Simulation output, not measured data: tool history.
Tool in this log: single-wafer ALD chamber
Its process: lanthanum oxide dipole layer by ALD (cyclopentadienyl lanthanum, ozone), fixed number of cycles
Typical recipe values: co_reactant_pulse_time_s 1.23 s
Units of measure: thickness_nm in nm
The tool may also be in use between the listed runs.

run   hour  co_reactant_pulse_time_s  read-back reference wafer on the same gauge, thickness_nm  thickness_nm
  1    0.0                      1.23                                                      0.538         0.472
  2   11.5                      1.23                                                      0.538         0.474
  3   26.8                      1.23                                                      0.539         0.471
  4   35.3                      1.07                                                      0.538         0.449
  5   54.7                      1.07                                                      0.538         0.446
  6   60.9                      1.12                                                      0.538         0.456
  7   77.7                      1.12                                                      0.538         0.455
  8   83.9                      1.23                                                      0.537         0.472
  9   96.4                      1.23                                                      0.538         0.473
 10  106.9                      1.23                                                      0.539         0.470
 11  117.5                      1.23                                                      0.538         0.472
 12  123.7                      1.23                                                      0.538         0.472
 13  130.3                      1.23                                                      0.538         0.472
     141.7  -- thermocouple changed; heater temperature recalibrated
 14  142.1                      1.23                                                      0.537         0.470
 15  148.6                      1.23                                                      0.538         0.472
     167.1  -- ozone generator serviced
 16  167.4                      1.05                                                      0.538         0.471
 17  201.2                      1.23                                                      0.538         0.495
 18  217.6                      0.95                                                      0.538         0.446
     226.9  -- gauge calibrated
 19  227.7                      0.93                                                      0.538         0.441
     243.1  -- showerhead replaced
 20  243.6                      0.99                                                      0.539         0.452
 21  245.8                      1.00                                                      0.537         0.452
 22  262.0                      1.72                                                      0.538         0.525
 23  275.0                      1.43                                                      0.538         0.508
 24  289.6                      1.04                                                      0.539         0.455
 25  300.5                      1.52                                                      0.538         0.509
 26  310.1                      1.23                                                      0.538         0.481
 27  325.8                      1.72                                                      0.538         0.521
 28  333.9                      0.93                                                      0.538         0.429
 29  342.7                      0.77                                                      0.538         0.384
 30  357.6                      0.89                                                      0.538         0.417
 31  369.9                      1.36                                                      0.539         0.491
 32  387.0                      1.69                                                      0.538         0.518
 33  397.5                      1.23                                                      0.538         0.479

Alternative continuations, all from the tool just after run 33; predict every row:
  A  397.9                      1.23                                                          ?             ?
  B  397.9                      0.79                                                          ?             ?
  C  397.9                      1.61                                                          ?             ?
  D  397.9                      1.47                                                          ?             ?
  E  397.9                      1.55                                                          ?             ?

run  read-back reference wafer on the same gauge, thickness_nm  thickness_nm
  A                                                      0.537         0.478
  B                                                      0.537         0.387
  C                                                      0.537         0.513
  D                                                      0.537         0.503
  E                                                      0.537         0.509
With no hidden state in the tool, these same runs would have given:
run  thickness_nm
  A         0.500
  B         0.419
  C         0.527
  D         0.519
  E         0.524
